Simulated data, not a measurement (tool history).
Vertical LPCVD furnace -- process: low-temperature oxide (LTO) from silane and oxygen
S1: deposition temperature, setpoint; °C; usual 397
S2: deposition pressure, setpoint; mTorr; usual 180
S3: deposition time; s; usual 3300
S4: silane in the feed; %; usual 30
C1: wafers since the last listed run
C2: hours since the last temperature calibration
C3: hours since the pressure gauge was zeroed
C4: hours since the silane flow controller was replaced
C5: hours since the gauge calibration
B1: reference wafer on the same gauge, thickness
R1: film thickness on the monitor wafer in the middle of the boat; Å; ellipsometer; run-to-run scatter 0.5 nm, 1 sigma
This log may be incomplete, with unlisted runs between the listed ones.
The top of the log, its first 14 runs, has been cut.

| run | hour | S1 | S2 | S3 | S4 | C1 | C2 | C3 | C4 | C5 | B1 | R1 |
|---|---|---|---|---|---|---|---|---|---|---|---|---|
| 15 | 201.4 | 397 | 180 | 3300 | 26 | 72 | 4.9 | 3680.4 | 3344.9 | 240.3 | 255.98 | 2081.5 |
| 16 | 205.8 | 397 | 180 | 3300 | 33 | 72 | 9.3 | 3684.8 | 3349.3 | 244.7 | 256.01 | 2977.9 |
| 17 | 210.2 | 397 | 180 | 3300 | 30 | 72 | 13.7 | 3689.2 | 3353.7 | 249.1 | 256.18 | 2586 |
| 18 | 214.6 | 390 | 180 | 3300 | 26 | 72 | 18.1 | 3693.6 | 3358.1 | 253.5 | 255.91 | 1908.4 |
| 19 | 222.4 | 397 | 200 | 3300 | 30 | 129 | 25.9 | 3701.4 | 3365.9 | 261.3 | 255.97 | 2861.4 |
|  | 249.2 | pressure gauge zeroed |
| 20 | 249.7 | 404 | 210 | 4260 | 35 | 54 | 53.2 | 0.5 | 3393.2 | 288.6 | 255.81 | 5062.1 |
| 21 | 254.1 | 397 | 205 | 3300 | 30 | 72 | 57.6 | 4.9 | 3397.6 | 293 | 255.76 | 2830.2 |
| 22 | 258.5 | 391 | 180 | 4290 | 34 | 72 | 62 | 9.3 | 3402 | 297.4 | 255.81 | 3608.6 |
|  | 273.2 | gauge calibrated |
|  | 290.5 | silane flow controller replaced |
| 23 | 291 | 397 | 180 | 3300 | 30 | 140 | 94.5 | 41.8 | 0.5 | 17.8 | 256.11 | 2485.1 |
| 24 | 295.4 | 407 | 215 | 3300 | 30 | 72 | 98.9 | 46.2 | 4.9 | 22.2 | 256.1 | 3352 |
| 25 | 306.1 | 397 | 180 | 3300 | 30 | 176 | 109.6 | 56.9 | 15.6 | 32.9 | 256.05 | 2491.2 |

What does the tool deliver on the next run?
| 26 | 320.4 | 397 | 165 | 4620 | 30 | 236 | 123.9 | 71.2 | 29.9 | 47.2 | ? | ? |

{"run 26": {"B1": 256.13, "R1": 3195.6}}
If the tool had no hidden condition, the same run with the same run-to-run variation would have returned R1 3164.1 Å.
